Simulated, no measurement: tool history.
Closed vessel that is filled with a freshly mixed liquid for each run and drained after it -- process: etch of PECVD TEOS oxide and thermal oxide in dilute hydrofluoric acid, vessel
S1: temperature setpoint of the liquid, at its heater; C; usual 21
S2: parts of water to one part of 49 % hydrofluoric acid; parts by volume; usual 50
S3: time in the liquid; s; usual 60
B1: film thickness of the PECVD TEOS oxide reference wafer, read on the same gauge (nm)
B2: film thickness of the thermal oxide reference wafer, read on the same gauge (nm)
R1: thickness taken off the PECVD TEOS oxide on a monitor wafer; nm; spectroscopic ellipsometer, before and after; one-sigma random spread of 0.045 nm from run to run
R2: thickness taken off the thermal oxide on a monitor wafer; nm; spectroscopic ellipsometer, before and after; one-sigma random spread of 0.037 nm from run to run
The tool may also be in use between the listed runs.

run 1 day=0 | S1=21 S2=50 S3=60 | B1=69.99 B2=50.01 | R1=10.22 R2=6.31
run 2 day=1.242 | S1=21 S2=50 S3=60 | B1=70.01 B2=50.03 | R1=10.21 R2=6.27
run 3 day=4.021 | S1=21 S2=50 S3=60 | B1=69.98 B2=49.99 | R1=10.19 R2=6.32
run 4 day=5.775 | S1=21 S2=50 S3=60 | B1=70.03 B2=50.02 | R1=10.22 R2=6.38
run 5 day=6.904 | S1=21 S2=50 S3=60 | B1=70.05 B2=50 | R1=10.33 R2=6.27
run 6 day=8.329 | S1=21 S2=50 S3=60 | B1=70.01 B2=50 | R1=10.33 R2=6.35
-- day=11.279 thermometer replaced
run 7 day=11.3 | S1=21 S2=50 S3=60 | B1=70 B2=50.01 | R1=10.14 R2=6.25
run 8 day=13.229 | S1=21 S2=50 S3=60 | B1=70 B2=49.96 | R1=10.15 R2=6.27
run 9 day=15.667 | S1=21 S2=55 S3=50 | B1=70.01 B2=50 | R1=7.66 R2=4.72
run 10 day=17.104 | S1=19.5 S2=50 S3=60 | B1=69.97 B2=50 | R1=9.58 R2=5.9
run 11 day=18.921 | S1=21 S2=40 S3=85 | B1=69.95 B2=49.99 | R1=18.45 R2=11.25
run 12 day=21.121 | S1=21 S2=50 S3=60 | B1=70 B2=49.98 | R1=10.27 R2=6.37
run 13 day=23.871 | S1=25 S2=70 S3=60 | B1=69.99 B2=50.03 | R1=8.51 R2=5.21
run 14 day=25.546 | S1=18 S2=50 S3=60 | B1=70.02 B2=50.01 | R1=9.04 R2=5.61
run 15 day=28.067 | S1=22.5 S2=35 S3=60 | B1=69.97 B2=50.01 | R1=15.89 R2=9.9
-- day=28.175 hydrofluoric acid flow meter replaced
run 16 day=30.033 | S1=21 S2=50 S3=90 | B1=69.97 B2=49.99 | R1=14.81 R2=9.15
-- day=31.358 gauge calibrated
run 17 day=31.417 | S1=21 S2=50 S3=45 | B1=69.97 B2=50 | R1=7.46 R2=4.56
run 18 day=32.638 | S1=21 S2=50 S3=75 | B1=69.97 B2=49.98 | R1=12.39 R2=7.65
run 19 day=35.512 | S1=21 S2=50 S3=60 | B1=70 B2=50 | R1=9.95 R2=6.19
run 20 day=37.529 | S1=24 S2=50 S3=60 | B1=70.02 B2=50 | R1=11.36 R2=7
run 21 day=39.625 | S1=24 S2=50 S3=60 | B1=70 B2=49.99 | R1=11.4 R2=7.04
run 22 day=41.4 | S1=21 S2=75 S3=80 | B1=70.01 B2=50 | R1=8.69 R2=5.37
run 23 day=44.262 | S1=25 S2=70 S3=95 | B1=69.98 B2=49.97 | R1=13.14 R2=8.07
run 24 day=46.946 | S1=17 S2=40 S3=35 | B1=70.02 B2=50.02 | R1=6.25 R2=3.9
run 25 day=48.388 | S1=21 S2=50 S3=60 | B1=70 B2=50.01 | R1=10.07 R2=6.21
run 26 day=51.096 | S1=21 S2=55 S3=60 | B1=70.01 B2=49.99 | R1=9.09 R2=5.65
run 27 day=52.992 | S1=21 S2=50 S3=60 | B1=70.01 B2=50 | R1=10.17 R2=6.32

Alternative continuations, all from the tool just after run 27; predict every row:
run A day=53.021 | S1=21 S2=50 S3=60 | B1=? B2=? | R1=? R2=?
run B day=53.021 | S1=19.5 S2=60 S3=60 | B1=? B2=? | R1=? R2=?
run C day=53.021 | S1=21 S2=65 S3=30 | B1=? B2=? | R1=? R2=?

run=A B1=69.99 B2=50.01 R1=10.1 R2=6.27
run=B B1=69.99 B2=50.01 R1=7.81 R2=4.85
run=C B1=69.99 B2=50.01 R1=3.81 R2=2.37
What these runs would have given with no unlogged condition in the tool:
run=A R1=9.69 R2=6.02
run=B R1=7.49 R2=4.65
run=C R1=3.66 R2=2.27
